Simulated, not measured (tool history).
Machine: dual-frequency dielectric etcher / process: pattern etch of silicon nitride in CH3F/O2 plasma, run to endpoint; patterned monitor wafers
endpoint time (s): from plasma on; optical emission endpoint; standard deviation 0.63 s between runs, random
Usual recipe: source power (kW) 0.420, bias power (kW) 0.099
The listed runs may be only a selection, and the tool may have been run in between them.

run	hour	source power (kW)	bias power (kW)	wafers since the last listed run	hours since the last wet clean	hours since the last source power generator calibration	hours since the last bias power generator calibration	hours since the last upper electrode change	incoming incoming film thickness, nm	endpoint time (s)
1	0.0	0.420	0.113	0	345.7	4032.8	2367.0	4888.4	91.0	78.2
2	16.5	0.420	0.099	141	362.2	4049.3	2383.5	4904.9	92.2	81.6
3	30.9	0.420	0.099	123	376.6	4063.7	2397.9	4919.3	90.2	79.7
4	48.3	0.420	0.099	149	394.0	4081.1	2415.3	4936.7	92.0	82.1
5	54.5	0.420	0.099	53	400.2	4087.3	2421.5	4942.9	92.6	82.3
# hour 61.3: bias power generator calibrated
6	69.6	0.420	0.099	95	415.3	4102.4	8.3	4958.0	90.9	80.4
# hour 95.0: wet clean of the chamber
7	95.5	0.420	0.099	16	0.5	4128.3	34.2	4983.9	91.8	82.9
8	96.1	0.360	0.099	5	1.1	4128.9	34.8	4984.5	90.8	91.8
# hour 130.5: source power generator calibrated
# hour 131.1: upper electrode replaced, of another model than before
9	131.6	0.360	0.099	265	36.6	1.1	70.3	0.5	91.6	88.1
10	131.9	0.360	0.099	2	36.9	1.4	70.6	0.8	91.4	88.7
11	132.3	0.420	0.099	3	37.3	1.8	71.0	1.2	91.5	83.4
12	135.1	0.420	0.099	24	40.1	4.6	73.8	4.0	91.7	82.8
13	145.1	0.420	0.099	85	50.1	14.6	83.8	14.0	91.3	82.5
14	162.0	0.390	0.099	145	67.0	31.5	100.7	30.9	91.1	85.4
15	172.8	0.460	0.124	92	77.8	42.3	111.5	41.7	90.8	76.6
16	184.5	0.490	0.079	100	89.5	54.0	123.2	53.4	92.3	81.4
17	199.5	0.480	0.099	128	104.5	69.0	138.2	68.4	91.3	79.2
18	212.5	0.470	0.112	111	117.5	82.0	151.2	81.4	92.0	78.0
19	235.6	0.380	0.123	198	140.6	105.1	174.3	104.5	91.6	82.5
20	244.2	0.420	0.099	73	149.2	113.7	182.9	113.1	91.8	81.4
21	255.4	0.420	0.099	96	160.4	124.9	194.1	124.3	91.5	81.0
22	267.0	0.390	0.079	99	172.0	136.5	205.7	135.9	90.9	86.6
23	276.0	0.320	0.117	77	181.0	145.5	214.7	144.9	91.6	88.4
24	286.8	0.420	0.092	92	191.8	156.3	225.5	155.7	90.5	81.1
25	304.3	0.510	0.075	150	209.3	173.8	243.0	173.2	90.4	77.8
26	320.5	0.320	0.117	138	225.5	190.0	259.2	189.4	92.1	87.5
27	329.6	0.450	0.080	78	234.6	199.1	268.3	198.5	91.2	82.2
28	345.2	0.420	0.099	133	250.2	214.7	283.9	214.1	90.7	80.5
29	353.6	0.420	0.076	72	258.6	223.1	292.3	222.5	91.5	84.5
30	366.2	0.460	0.081	108	271.2	235.7	304.9	235.1	91.0	79.7
31	376.3	0.470	0.081	86	281.3	245.8	315.0	245.2	91.4	80.5
32	391.9	0.420	0.099	133	296.9	261.4	330.6	260.8	91.5	80.3
33	402.9	0.390	0.113	94	307.9	272.4	341.6	271.8	91.6	82.5
34	422.5	0.360	0.123	168	327.5	292.0	361.2	291.4	91.0	82.5
35	434.6	0.340	0.091	103	339.6	304.1	373.3	303.5	92.0	87.5

Forecast each of these 4 alternatives for the next run:
A	435.1	0.420	0.099	4	340.1	304.6	373.8	304.0	90.9	?
B	435.1	0.510	0.121	4	340.1	304.6	373.8	304.0	90.9	?
C	435.1	0.460	0.099	4	340.1	304.6	373.8	304.0	90.9	?
D	435.1	0.450	0.084	4	340.1	304.6	373.8	304.0	90.9	?

run	endpoint time (s)
A	79.5
B	71.6
C	76.9
D	79.4
Without the tool's hidden state the same runs would have given:
run	endpoint time (s)
A	82.6
B	74.5
C	79.9
D	82.5
